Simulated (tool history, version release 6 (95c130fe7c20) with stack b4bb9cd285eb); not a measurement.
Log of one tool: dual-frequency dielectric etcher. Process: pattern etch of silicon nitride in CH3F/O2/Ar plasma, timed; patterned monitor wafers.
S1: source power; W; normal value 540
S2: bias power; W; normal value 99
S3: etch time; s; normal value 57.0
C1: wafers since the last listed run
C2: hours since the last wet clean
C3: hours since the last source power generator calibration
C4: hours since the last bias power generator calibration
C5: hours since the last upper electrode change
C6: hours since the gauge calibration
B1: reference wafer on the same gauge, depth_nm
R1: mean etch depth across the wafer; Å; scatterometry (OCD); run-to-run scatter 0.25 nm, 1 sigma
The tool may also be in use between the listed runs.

run,hour,S1,S2,S3,C1,C2,C3,C4,C5,C6,B1,R1
1,0.0,540,99,57.0,0,311.5,3009.8,2383.2,4654.8,185.8,42.92,453.6
2,8.0,540,99,57.0,139,319.5,3017.8,2391.2,4662.8,193.8,42.95,452.9
3,14.1,540,99,57.0,106,325.6,3023.9,2397.3,4668.9,199.9,42.89,451.1
4,31.0,540,99,57.0,294,342.5,3040.8,2414.2,4685.8,216.8,42.80,450.9
5,47.1,540,99,57.0,280,358.6,3056.9,2430.3,4701.9,232.9,42.94,450.2
6,63.5,540,99,57.0,285,375.0,3073.3,2446.7,4718.3,249.3,42.92,446.5
7,77.1,540,99,57.0,236,388.6,3086.9,2460.3,4731.9,262.9,42.87,449.5
8,92.2,540,99,57.0,262,403.7,3102.0,2475.4,4747.0,278.0,42.86,450.9
9,104.1,540,99,57.0,207,415.6,3113.9,2487.3,4758.9,289.9,42.86,451.4
10,115.2,540,99,57.0,193,426.7,3125.0,2498.4,4770.0,301.0,42.91,447.3
11,124.7,540,99,57.0,165,436.2,3134.5,2507.9,4779.5,310.5,43.01,448.3
# hour 133.0: source power generator calibrated
12,134.4,540,99,57.0,99,445.9,1.4,2517.6,4789.2,320.2,42.76,447.7
# hour 143.9: bias power generator calibrated
13,148.4,540,99,50.0,174,459.9,15.4,4.5,4803.2,334.2,42.99,391.6
14,164.9,540,124,65.0,287,476.4,31.9,21.0,4819.7,350.7,42.77,533.6
# hour 176.7: gauge calibrated
# hour 195.1: upper electrode replaced
15,195.6,460,99,46.0,116,507.1,62.6,51.7,0.5,18.9,42.99,340.9
16,196.0,540,99,57.0,6,507.5,63.0,52.1,0.9,19.3,42.91,445.8
17,202.8,540,118,69.0,118,514.3,69.8,58.9,7.7,26.1,42.88,558.9
# hour 234.6: wet clean of the chamber
18,235.1,540,99,57.0,144,0.5,102.1,91.2,40.0,58.4,42.90,471.4
19,235.4,650,99,63.5,5,0.8,102.4,91.5,40.3,58.7,42.77,563.1
20,235.7,460,86,48.0,5,1.1,102.7,91.8,40.6,59.0,42.95,361.3
21,246.6,430,117,62.0,189,12.0,113.6,102.7,51.5,69.9,42.93,489.2
22,263.5,540,99,57.0,294,28.9,130.5,119.6,68.4,86.8,42.84,464.9
23,279.4,540,99,57.0,276,44.8,146.4,135.5,84.3,102.7,42.94,470.0
24,293.6,540,99,57.0,247,59.0,160.6,149.7,98.5,116.9,42.90,475.1
25,304.9,540,99,66.0,196,70.3,171.9,161.0,109.8,128.2,43.03,546.1
26,320.2,640,99,47.5,266,85.6,187.2,176.3,125.1,143.5,42.95,416.7
27,330.0,480,91,43.5,170,95.4,197.0,186.1,134.9,153.3,42.93,332.7
28,345.6,540,99,57.0,271,111.0,212.6,201.7,150.5,168.9,42.93,465.2
29,357.7,540,99,57.0,210,123.1,224.7,213.8,162.6,181.0,42.81,464.8
30,372.4,490,84,57.0,255,137.8,239.4,228.5,177.3,195.7,42.92,432.4

Take each entry between the runs: how does the hidden state at the last listed run before it differ from the hidden state at the first listed run after it?
In the gap between runs 11 and 12: source power generator calibrated (hour 133.0)
  etch rate over this chamber's usual, %: -4.84 -> -4.94
  the result without the hidden state subtracted from the measured one, R1: -22.8 -> -23.2 Å
In the gap between runs 12 and 13: bias power generator calibrated (hour 143.9)
  etch rate over this chamber's usual, %: -4.94 -> -5.07
  the result without the hidden state subtracted from the measured one, R1: -23.2 -> -20.9 Å
In the gap between runs 14 and 15: gauge calibrated (hour 176.7); upper electrode replaced (hour 195.1)
  etch rate over this chamber's usual, %: -5.23 -> -5.53
  the result without the hidden state subtracted from the measured one, R1: -29.4 -> -20.0 Å
In the gap between runs 17 and 18: wet clean of the chamber (hour 234.6)
  etch rate over this chamber's usual, %: -5.6 -> 0.587
  the result without the hidden state subtracted from the measured one, R1: -33.2 -> +2.7 Å

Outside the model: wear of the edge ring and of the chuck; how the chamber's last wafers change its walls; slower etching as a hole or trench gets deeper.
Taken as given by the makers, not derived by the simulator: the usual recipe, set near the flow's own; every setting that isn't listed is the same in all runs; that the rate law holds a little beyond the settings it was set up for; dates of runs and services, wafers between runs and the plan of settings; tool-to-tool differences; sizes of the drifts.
